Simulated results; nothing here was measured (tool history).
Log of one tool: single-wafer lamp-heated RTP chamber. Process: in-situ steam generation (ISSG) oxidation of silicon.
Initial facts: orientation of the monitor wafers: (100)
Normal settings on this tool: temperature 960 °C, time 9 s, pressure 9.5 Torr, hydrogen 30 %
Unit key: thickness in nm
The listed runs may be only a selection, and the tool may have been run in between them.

run	hour	temperature	time	pressure	hydrogen	wafers since the last listed run	wafers since the last pyrometer calibration	hours since the pressure gauge was zeroed	hours since the hydrogen flow controller was replaced	hours since the gauge calibration	read-back reference wafer on the same gauge, thickness	thickness
1	0	960	9	9.8	30	0	5535	3925.7	4325.6	976.8	3.508	3.461
# hour 18.5: gauge calibrated
2	51.8	960	9	9.5	30	788	6324	3977.5	4377.4	33.3	3.51	3.482
# hour 68.9: pyrometer window cleaned and pyrometer calibrated
3	122.9	960	9	9.5	30	960	821	4048.6	4448.5	104.4	3.51	3.424
4	226.7	960	9	9.5	30	1579	2400	4152.4	4552.3	208.2	3.511	3.45
5	251.2	960	9	9.5	30	372	2773	4176.9	4576.8	232.7	3.512	3.441
6	280.1	960	9	9.5	30	439	3213	4205.8	4605.7	261.6	3.513	3.448
7	344.5	960	9	9.5	30	980	4193	4270.2	4670.1	326	3.508	3.451
8	400.1	960	9	9.5	30	846	5039	4325.8	4725.7	381.6	3.511	3.461
# hour 433.6: hydrogen flow controller replaced
9	447.8	960	9	9.5	30	604	5644	4373.5	14.2	429.3	3.51	3.469
# hour 514.6: pyrometer window cleaned and pyrometer calibrated
10	515.4	960	9	9.5	30	907	12	4441.1	81.8	496.9	3.51	3.489
11	572.2	960	9	9.5	30	864	876	4497.9	138.6	553.7	3.511	3.508

What does the tool deliver on the next run?
12	597.2	960	9	9.5	30	380	1257	4522.9	163.6	578.7	?	?

read-back reference wafer on the same gauge, thickness: 3.511
thickness: 3.522 nm
With no hidden state in the tool, this same run would have given thickness 3.435 nm.
